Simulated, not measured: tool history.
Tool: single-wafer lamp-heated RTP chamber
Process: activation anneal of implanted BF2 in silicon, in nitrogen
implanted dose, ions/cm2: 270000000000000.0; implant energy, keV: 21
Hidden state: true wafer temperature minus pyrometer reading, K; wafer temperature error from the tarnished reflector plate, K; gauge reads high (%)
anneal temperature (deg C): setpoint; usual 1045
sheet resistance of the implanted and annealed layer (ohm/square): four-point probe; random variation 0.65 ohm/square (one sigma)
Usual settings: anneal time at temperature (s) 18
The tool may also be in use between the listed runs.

| run | hour | anneal temperature (deg C) | anneal time at temperature (s) | wafers since the last listed run | wafers since the last pyrometer calibration | wafers since the reflector plate was cleaned | hours since the gauge calibration | read-back reference wafer on the same gauge, sheet resistance | sheet resistance of the implanted and annealed layer (ohm/square) |
|---|---|---|---|---|---|---|---|---|---|
| 1 | 0 | 1045 | 18 | 0 | 3234 | 3750 | 1972.7 | 509.96 | 435.55 |
| 2 | 87.4 | 1057 | 18 | 611 | 3845 | 4362 | 2060.1 | 509.77 | 433.64 |
| 3 | 148.4 | 1057 | 18 | 426 | 4272 | 4789 | 2121.1 | 509.96 | 433.08 |
|  | 180.2 | pyrometer window cleaned and pyrometer calibrated |
| 4 | 208.9 | 1045 | 18 | 367 | 200 | 5156 | 2181.6 | 509.95 | 436.85 |
| 5 | 271.6 | 1064 | 18 | 438 | 639 | 5595 | 2244.3 | 509.87 | 432.86 |
| 6 | 363.6 | 1064 | 18 | 643 | 1283 | 6239 | 2336.3 | 510.1 | 433.53 |
| 7 | 462.3 | 1045 | 18 | 690 | 1973 | 6929 | 2435 | 509.54 | 435.1 |
| 8 | 567 | 1045 | 18 | 732 | 2706 | 7662 | 2539.7 | 509.98 | 436.05 |
|  | 620.6 | gauge calibrated |
|  | 701.6 | reflector plate cleaned |
| 9 | 807.1 | 1045 | 18 | 1624 | 4330 | 738 | 186.5 | 509.97 | 435.65 |
| 10 | 845.5 | 1035 | 18 | 268 | 4599 | 1006 | 224.9 | 509.91 | 437.27 |
|  | 919.7 | pyrometer window cleaned and pyrometer calibrated |
| 11 | 929.9 | 1035 | 18 | 534 | 71 | 1541 | 309.3 | 510.17 | 438.75 |
| 12 | 1006.8 | 1045 | 18 | 538 | 609 | 2079 | 386.2 | 509.91 | 435.96 |
| 13 | 1063 | 1045 | 18 | 393 | 1002 | 2472 | 442.4 | 510.13 | 435.22 |
| 14 | 1117.7 | 1045 | 18 | 382 | 1385 | 2855 | 497.1 | 510.45 | 435.78 |
| 15 | 1202.6 | 1045 | 18 | 594 | 1979 | 3449 | 582 | 509.9 | 436.73 |
| 16 | 1260.6 | 1045 | 22 | 405 | 2385 | 3855 | 640 | 510.05 | 434.8 |
| 17 | 1308.9 | 1045 | 18 | 337 | 2723 | 4193 | 688.3 | 509.93 | 435.56 |
| 18 | 1354.9 | 1029 | 13 | 321 | 3045 | 4515 | 734.3 | 509.79 | 439.53 |
| 19 | 1498.2 | 1075 | 26 | 1002 | 4047 | 5517 | 877.6 | 510.41 | 425.07 |
|  | 1527.4 | pyrometer window cleaned and pyrometer calibrated |
| 20 | 1567.3 | 1057 | 18 | 427 | 278 | 5945 | 946.7 | 510.23 | 434.51 |
| 21 | 1635.7 | 1045 | 13 | 478 | 757 | 6423 | 1015.1 | 510.07 | 438.36 |
| 22 | 1895.5 | 1045 | 18 | 1817 | 2575 | 8241 | 1274.9 | 510.23 | 435.87 |
| 23 | 1934.9 | 1045 | 18 | 275 | 2851 | 8517 | 1314.3 | 510.1 | 436.16 |
|  | 2083 | reflector plate cleaned |
| 24 | 2091 | 1030 | 27 | 1036 | 3887 | 55 | 1470.4 | 509.75 | 433.5 |
| 25 | 2151.5 | 1063 | 8 | 423 | 4310 | 479 | 1530.9 | 509.94 | 441.74 |
| 26 | 2187.7 | 1028 | 22 | 253 | 4563 | 732 | 1567.1 | 510.2 | 436.43 |
| 27 | 2235 | 1022 | 13 | 330 | 4894 | 1063 | 1614.4 | 509.82 | 440.49 |
|  | 2292.3 | pyrometer window cleaned and pyrometer calibrated |
| 28 | 2337.8 | 1045 | 18 | 663 | 318 | 1726 | 1717.2 | 509.7 | 435.45 |
| 29 | 2413.6 | 1065 | 24 | 530 | 848 | 2256 | 1793 | 510.19 | 428.7 |
| 30 | 2460.7 | 1045 | 18 | 329 | 1178 | 2586 | 1840.1 | 509.98 | 436.75 |
| 31 | 2504.3 | 1045 | 18 | 305 | 1483 | 2891 | 1883.7 | 509.62 | 434.91 |
| 32 | 2557 | 1045 | 18 | 368 | 1852 | 3260 | 1936.4 | 510.15 | 436.46 |
| 33 | 2664.1 | 1031 | 13 | 749 | 2601 | 4009 | 2043.5 | 510.01 | 441.08 |
| 34 | 2762.1 | 1045 | 24 | 685 | 3287 | 4695 | 2141.5 | 510.15 | 434.2 |
| 35 | 2850 | 1045 | 9 | 615 | 3902 | 5310 | 2229.4 | 510.44 | 441.22 |
|  | 2904.3 | pyrometer window cleaned and pyrometer calibrated |
| 36 | 2951.9 | 1068 | 22 | 657 | 332 | 5967 | 2331.3 | 510.3 | 428.42 |
| 37 | 3057 | 1017 | 13 | 735 | 1068 | 6702 | 2436.4 | 510.46 | 438.84 |

Hidden state at the last listed run before each entry between runs and at the first one after, where it differs:
Between runs 3 and 4: pyrometer window cleaned and pyrometer calibrated (hour 180.2)
  no hidden state differs between the two runs
Between runs 8 and 9: gauge calibrated (hour 620.6); reflector plate cleaned (hour 701.6)
  no hidden state differs between the two runs
Between runs 10 and 11: pyrometer window cleaned and pyrometer calibrated (hour 919.7)
  no hidden state differs between the two runs
Between runs 19 and 20: pyrometer window cleaned and pyrometer calibrated (hour 1527.4)
  no hidden state differs between the two runs
Between runs 23 and 24: reflector plate cleaned (hour 2083)
  no hidden state differs between the two runs
Between runs 27 and 28: pyrometer window cleaned and pyrometer calibrated (hour 2292.3)
  no hidden state differs between the two runs
Between runs 35 and 36: pyrometer window cleaned and pyrometer calibrated (hour 2904.3)
  no hidden state differs between the two runs
